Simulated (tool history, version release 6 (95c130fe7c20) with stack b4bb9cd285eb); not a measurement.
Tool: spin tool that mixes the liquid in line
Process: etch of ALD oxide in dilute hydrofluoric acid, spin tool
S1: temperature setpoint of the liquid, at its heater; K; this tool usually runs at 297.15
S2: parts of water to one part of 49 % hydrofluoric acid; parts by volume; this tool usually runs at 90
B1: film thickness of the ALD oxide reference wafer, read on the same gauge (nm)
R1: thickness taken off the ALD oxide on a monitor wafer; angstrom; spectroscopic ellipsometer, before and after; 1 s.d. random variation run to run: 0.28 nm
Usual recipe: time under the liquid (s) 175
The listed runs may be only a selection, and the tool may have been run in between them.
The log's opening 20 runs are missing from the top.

Run 21, hour 966.3: usual settings; B1 70.01. Result: R1 401.9 angstrom.
Run 22, hour 1015.3: usual settings but S1 299.15 K, time under the liquid (s) 110; B1 70.01. Result: R1 277 angstrom.
Run 23, hour 1081.5: usual settings but S1 293.15 K, S2 50 parts by volume, time under the liquid (s) 210; B1 69.94. Result: R1 779.1 angstrom.
Run 24, hour 1131.7: usual settings but S1 293.15 K; B1 69.97. Result: R1 339.1 angstrom.
At hour 1182.6: gauge calibrated.
Run 25, hour 1202.4: usual settings but S2 120 parts by volume, time under the liquid (s) 85; B1 70.04. Result: R1 139.4 angstrom.
Run 26, hour 1260.8: usual settings but S1 298.65 K, time under the liquid (s) 105; B1 69.97. Result: R1 253 angstrom.
Run 27, hour 1288.8: usual settings but S1 295.15 K, S2 120 parts by volume, time under the liquid (s) 245; B1 70.06. Result: R1 372.9 angstrom.
Run 28, hour 1340.2: usual settings but S1 300.65 K, S2 120 parts by volume; B1 70.02. Result: R1 329.6 angstrom.
At hour 1355.8: thermometer replaced.
Run 29, hour 1403.3: usual settings but S1 295.65 K, time under the liquid (s) 140; B1 69.98. Result: R1 295.2 angstrom.
Run 30, hour 1530.8: usual settings but S2 115 parts by volume, time under the liquid (s) 100; B1 69.96. Result: R1 170.7 angstrom.
Run 31, hour 1609.5: usual settings but time under the liquid (s) 205; B1 69.99. Result: R1 462.3 angstrom.
Run 32, hour 1672.2: usual settings; B1 69.98. Result: R1 388.7 angstrom.
Run 33, hour 1731.2: usual settings but S1 299.15 K, time under the liquid (s) 110; B1 70.05. Result: R1 272.5 angstrom.
Run 34, hour 1771.2: usual settings but S1 298.65 K, S2 135 parts by volume, time under the liquid (s) 90; B1 69.98. Result: R1 136.7 angstrom.

Here are 4 independent what-if runs from the current tool condition. What would each one return?
Run A, hour 1771.7: usual settings but S1 299.15 K; B1 ?. Result: R1 ?.
Run B, hour 1771.7: usual settings but S1 293.15 K, S2 75 parts by volume; B1 ?. Result: R1 ?.
Run C, hour 1771.7: usual settings but S1 299.65 K, S2 125 parts by volume, time under the liquid (s) 75; B1 ?. Result: R1 ?.
Run D, hour 1771.7: usual settings but S2 50 parts by volume; B1 ?. Result: R1 ?.

run     B1     R1
  A  69.99  426.7
  B  69.99  409.5
  C  69.99  128.2
  D  69.99  748.4
Take away the tool's hidden state, keep each run's random variation, and the runs would have read:
run     R1
  A  442.4
  B  424.2
  C  133.1
  D  774.6

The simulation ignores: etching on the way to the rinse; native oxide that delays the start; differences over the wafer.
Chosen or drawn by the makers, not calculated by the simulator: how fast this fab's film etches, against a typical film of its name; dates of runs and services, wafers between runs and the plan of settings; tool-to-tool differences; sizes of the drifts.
